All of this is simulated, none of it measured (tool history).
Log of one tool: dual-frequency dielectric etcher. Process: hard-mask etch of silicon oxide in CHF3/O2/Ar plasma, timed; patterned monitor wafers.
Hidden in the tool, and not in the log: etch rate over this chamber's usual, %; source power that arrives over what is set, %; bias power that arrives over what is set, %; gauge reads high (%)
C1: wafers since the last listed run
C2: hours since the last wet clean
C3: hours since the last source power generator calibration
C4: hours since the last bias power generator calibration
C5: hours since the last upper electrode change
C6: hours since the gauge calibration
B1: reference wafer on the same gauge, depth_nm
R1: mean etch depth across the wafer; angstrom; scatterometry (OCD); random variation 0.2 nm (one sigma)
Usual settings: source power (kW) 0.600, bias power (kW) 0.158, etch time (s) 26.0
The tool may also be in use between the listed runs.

Run 1, hour 0.0: usual settings; C1 0; C2 51.9; C3 2587.4; C4 2361.4; C5 0.5; C6 414.6; B1 40.85. Result: R1 461.2 angstrom.
Run 2, hour 0.3: usual settings but bias power (kW) 0.189; C1 4; C2 52.2; C3 2587.7; C4 2361.7; C5 0.8; C6 414.9; B1 40.81. Result: R1 493.3 angstrom.
Run 3, hour 10.4: usual settings; C1 161; C2 62.3; C3 2597.8; C4 2371.8; C5 10.9; C6 425.0; B1 40.75. Result: R1 463.4 angstrom.
At hour 28.1: source power generator calibrated.
Run 4, hour 28.6: usual settings; C1 227; C2 80.5; C3 0.5; C4 2390.0; C5 29.1; C6 443.2; B1 40.78. Result: R1 462.6 angstrom.
Run 5, hour 43.6: usual settings; C1 240; C2 95.5; C3 15.5; C4 2405.0; C5 44.1; C6 458.2; B1 40.84. Result: R1 464.7 angstrom.
Run 6, hour 50.8: usual settings but bias power (kW) 0.141, etch time (s) 31.0; C1 115; C2 102.7; C3 22.7; C4 2412.2; C5 51.3; C6 465.4; B1 40.74. Result: R1 529.3 angstrom.
Run 7, hour 58.1: usual settings but source power (kW) 0.480, bias power (kW) 0.198, etch time (s) 32.0; C1 116; C2 110.0; C3 30.0; C4 2419.5; C5 58.6; C6 472.7; B1 40.83. Result: R1 591.9 angstrom.
Run 8, hour 74.1: usual settings but source power (kW) 0.550, bias power (kW) 0.181, etch time (s) 33.5; C1 256; C2 126.0; C3 46.0; C4 2435.5; C5 74.6; C6 488.7; B1 40.80. Result: R1 612.8 angstrom.
Run 9, hour 86.6: usual settings but bias power (kW) 0.176, etch time (s) 33.0; C1 200; C2 138.5; C3 58.5; C4 2448.0; C5 87.1; C6 501.2; B1 40.84. Result: R1 611.3 angstrom.
Run 10, hour 94.3: usual settings but source power (kW) 0.700, bias power (kW) 0.138, etch time (s) 31.5; C1 123; C2 146.2; C3 66.2; C4 2455.7; C5 94.8; C6 508.9; B1 40.81. Result: R1 551.5 angstrom.
Run 11, hour 107.7: usual settings but source power (kW) 0.650; C1 214; C2 159.6; C3 79.6; C4 2469.1; C5 108.2; C6 522.3; B1 40.79. Result: R1 472.0 angstrom.
Run 12, hour 119.0: usual settings; C1 180; C2 170.9; C3 90.9; C4 2480.4; C5 119.5; C6 533.6; B1 40.82. Result: R1 459.5 angstrom.
Run 13, hour 130.9: usual settings; C1 190; C2 182.8; C3 102.8; C4 2492.3; C5 131.4; C6 545.5; B1 40.86. Result: R1 460.9 angstrom.
Run 14, hour 137.9: usual settings; C1 112; C2 189.8; C3 109.8; C4 2499.3; C5 138.4; C6 552.5; B1 40.81. Result: R1 459.5 angstrom.
Run 15, hour 155.7: usual settings; C1 284; C2 207.6; C3 127.6; C4 2517.1; C5 156.2; C6 570.3; B1 40.81. Result: R1 463.4 angstrom.
Run 16, hour 169.2: usual settings; C1 216; C2 221.1; C3 141.1; C4 2530.6; C5 169.7; C6 583.8; B1 40.81. Result: R1 463.6 angstrom.
At hour 184.4: gauge calibrated.
Run 17, hour 189.6: usual settings but bias power (kW) 0.171, etch time (s) 23.5; C1 326; C2 241.5; C3 161.5; C4 2551.0; C5 190.1; C6 5.2; B1 40.79. Result: R1 433.1 angstrom.
At hour 199.7: bias power generator calibrated.
Run 18, hour 200.2: usual settings but source power (kW) 0.640; C1 105; C2 252.1; C3 172.1; C4 0.5; C5 200.7; C6 15.8; B1 40.79. Result: R1 472.2 angstrom.
Run 19, hour 209.6: usual settings; C1 150; C2 261.5; C3 181.5; C4 9.9; C5 210.1; C6 25.2; B1 40.91. Result: R1 465.3 angstrom.
Run 20, hour 220.3: usual settings but bias power (kW) 0.175; C1 171; C2 272.2; C3 192.2; C4 20.6; C5 220.8; C6 35.9; B1 40.71. Result: R1 481.3 angstrom.
Run 21, hour 233.6: usual settings but source power (kW) 0.710; C1 212; C2 285.5; C3 205.5; C4 33.9; C5 234.1; C6 49.2; B1 40.81. Result: R1 481.5 angstrom.
At hour 258.8: wet clean of the chamber.
Run 22, hour 259.3: usual settings; C1 27; C2 0.5; C3 231.2; C4 59.6; C5 259.8; C6 74.9; B1 40.86. Result: R1 465.0 angstrom.
Run 23, hour 260.0: usual settings but source power (kW) 0.650; C1 11; C2 1.2; C3 231.9; C4 60.3; C5 260.5; C6 75.6; B1 40.85. Result: R1 471.4 angstrom.
Run 24, hour 274.0: usual settings but source power (kW) 0.680, etch time (s) 19.0; C1 224; C2 15.2; C3 245.9; C4 74.3; C5 274.5; C6 89.6; B1 40.84. Result: R1 351.7 angstrom.
Run 25, hour 282.8: usual settings; C1 140; C2 24.0; C3 254.7; C4 83.1; C5 283.3; C6 98.4; B1 40.82. Result: R1 459.5 angstrom.
Run 26, hour 306.2: usual settings but source power (kW) 0.650, bias power (kW) 0.171, etch time (s) 28.5; C1 374; C2 47.4; C3 278.1; C4 106.5; C5 306.7; C6 121.8; B1 40.83. Result: R1 531.9 angstrom.
Run 27, hour 320.7: usual settings but source power (kW) 0.650, bias power (kW) 0.170, etch time (s) 32.5; C1 232; C2 61.9; C3 292.6; C4 121.0; C5 321.2; C6 136.3; B1 40.86. Result: R1 606.3 angstrom.
Run 28, hour 329.6: usual settings but source power (kW) 0.480; C1 142; C2 70.8; C3 301.5; C4 129.9; C5 330.1; C6 145.2; B1 40.76. Result: R1 436.5 angstrom.
Run 29, hour 346.8: usual settings; C1 275; C2 88.0; C3 318.7; C4 147.1; C5 347.3; C6 162.4; B1 40.86. Result: R1 462.2 angstrom.

How the hidden state differs across the entries between the runs, from the last listed run before each to the first after it:
Between runs 3 and 4: source power generator calibrated (hour 28.1)
  no hidden state differs between the two runs
Between runs 16 and 17: gauge calibrated (hour 184.4)
  no hidden state differs between the two runs
Between runs 17 and 18: bias power generator calibrated (hour 199.7)
  no hidden state differs between the two runs
Between runs 21 and 22: wet clean of the chamber (hour 258.8)
  no hidden state differs between the two runs
